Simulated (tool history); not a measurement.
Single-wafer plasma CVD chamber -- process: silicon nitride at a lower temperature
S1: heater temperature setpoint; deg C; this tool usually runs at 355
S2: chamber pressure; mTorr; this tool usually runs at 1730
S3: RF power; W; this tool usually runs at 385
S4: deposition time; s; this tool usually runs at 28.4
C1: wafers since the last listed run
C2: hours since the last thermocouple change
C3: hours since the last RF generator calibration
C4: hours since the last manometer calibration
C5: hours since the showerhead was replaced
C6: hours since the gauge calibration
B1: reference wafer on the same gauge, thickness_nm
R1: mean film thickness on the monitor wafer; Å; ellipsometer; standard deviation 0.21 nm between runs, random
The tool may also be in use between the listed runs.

| run | hour | S1 | S2 | S3 | S4 | C1 | C2 | C3 | C4 | C5 | C6 | B1 | R1 |
|---|---|---|---|---|---|---|---|---|---|---|---|---|---|
| 1 | 0 | 355 | 1730 | 385 | 28.4 | 0 | 1904.9 | 1856.3 | 564.5 | 4038.1 | 455.4 | 46.486 | 450.01 |
| 2 | 52.9 | 355 | 1730 | 385 | 28.4 | 851 | 1957.8 | 1909.2 | 617.4 | 4091 | 508.3 | 46.522 | 458.2 |
| 3 | 124.3 | 355 | 1730 | 385 | 24.6 | 1149 | 2029.2 | 1980.6 | 688.8 | 4162.4 | 579.7 | 46.492 | 397.63 |
| 4 | 198.3 | 355 | 1730 | 385 | 26.7 | 1191 | 2103.2 | 2054.6 | 762.8 | 4236.4 | 653.7 | 46.522 | 432.5 |
| 5 | 275.3 | 355 | 1730 | 385 | 28.4 | 1239 | 2180.2 | 2131.6 | 839.8 | 4313.4 | 730.7 | 46.503 | 464.3 |
| 6 | 370.5 | 355 | 1730 | 385 | 28.4 | 1532 | 2275.4 | 2226.8 | 935 | 4408.6 | 825.9 | 46.534 | 461.55 |
| 7 | 461.8 | 355 | 1730 | 365 | 28.4 | 1469 | 2366.7 | 2318.1 | 1026.3 | 4499.9 | 917.2 | 46.527 | 453.88 |
| 8 | 500 | 355 | 1730 | 365 | 28.4 | 614 | 2404.9 | 2356.3 | 1064.5 | 4538.1 | 955.4 | 46.498 | 454.84 |
|  | 534.9 | thermocouple changed; heater temperature recalibrated |
|  | 563.5 | capacitance manometer re-zeroed and calibrated |
| 9 | 579.4 | 350 | 1730 | 385 | 26.5 | 1020 | 44.5 | 2435.7 | 15.9 | 4617.5 | 1034.8 | 46.51 | 424.06 |
|  | 625.1 | showerhead replaced, of another model than before |
| 10 | 633.6 | 350 | 1730 | 385 | 26.5 | 743 | 98.7 | 2489.9 | 70.1 | 8.5 | 1089 | 46.463 | 422.22 |
| 11 | 673.8 | 342 | 1730 | 385 | 28.4 | 647 | 138.9 | 2530.1 | 110.3 | 48.7 | 1129.2 | 46.491 | 458.18 |
|  | 695.5 | RF generator calibrated |
| 12 | 718.8 | 355 | 1730 | 340 | 28.4 | 595 | 183.9 | 23.3 | 155.3 | 93.7 | 1174.2 | 46.512 | 440.6 |
|  | 759.6 | gauge calibrated |
| 13 | 813.5 | 346 | 2090 | 385 | 28.4 | 1524 | 278.6 | 118 | 250 | 188.4 | 53.9 | 46.507 | 473.76 |
| 14 | 857.8 | 355 | 1470 | 385 | 28.4 | 713 | 322.9 | 162.3 | 294.3 | 232.7 | 98.2 | 46.484 | 440.36 |
| 15 | 911.8 | 364 | 1730 | 355 | 28.4 | 869 | 376.9 | 216.3 | 348.3 | 286.7 | 152.2 | 46.514 | 444.19 |
| 16 | 983.2 | 355 | 1730 | 385 | 28.4 | 1149 | 448.3 | 287.7 | 419.7 | 358.1 | 223.6 | 46.498 | 458.07 |
| 17 | 1072.1 | 345 | 1510 | 310 | 23.8 | 1431 | 537.2 | 376.6 | 508.6 | 447 | 312.5 | 46.541 | 348.92 |
| 18 | 1127.5 | 364 | 1730 | 355 | 28.4 | 891 | 592.6 | 432 | 564 | 502.4 | 367.9 | 46.523 | 447.22 |
| 19 | 1190.5 | 355 | 1730 | 385 | 28.4 | 1014 | 655.6 | 495 | 627 | 565.4 | 430.9 | 46.483 | 458.27 |
| 20 | 1239.7 | 355 | 1430 | 385 | 28.4 | 792 | 704.8 | 544.2 | 676.2 | 614.6 | 480.1 | 46.455 | 434.43 |
| 21 | 1284.3 | 350 | 1490 | 355 | 33 | 718 | 749.4 | 588.8 | 720.8 | 659.2 | 524.7 | 46.488 | 499.08 |

Alternative continuations, all from the tool just after run 21; predict every row:
| A | 1284.7 | 355 | 1730 | 385 | 28.4 | 6 | 749.8 | 589.2 | 721.2 | 659.6 | 525.1 | ? | ? |
| B | 1284.7 | 364 | 1730 | 385 | 26.8 | 6 | 749.8 | 589.2 | 721.2 | 659.6 | 525.1 | ? | ? |
| C | 1284.7 | 366 | 1730 | 385 | 31.4 | 6 | 749.8 | 589.2 | 721.2 | 659.6 | 525.1 | ? | ? |

| run | B1 | R1 |
|---|---|---|
| A | 46.457 | 454.92 |
| B | 46.457 | 427.64 |
| C | 46.457 | 500.42 |
Stripped of hidden state, with their random variation kept, the same runs would have yielded:
| run | R1 |
|---|---|
| A | 450.33 |
| B | 423.33 |
| C | 495.38 |
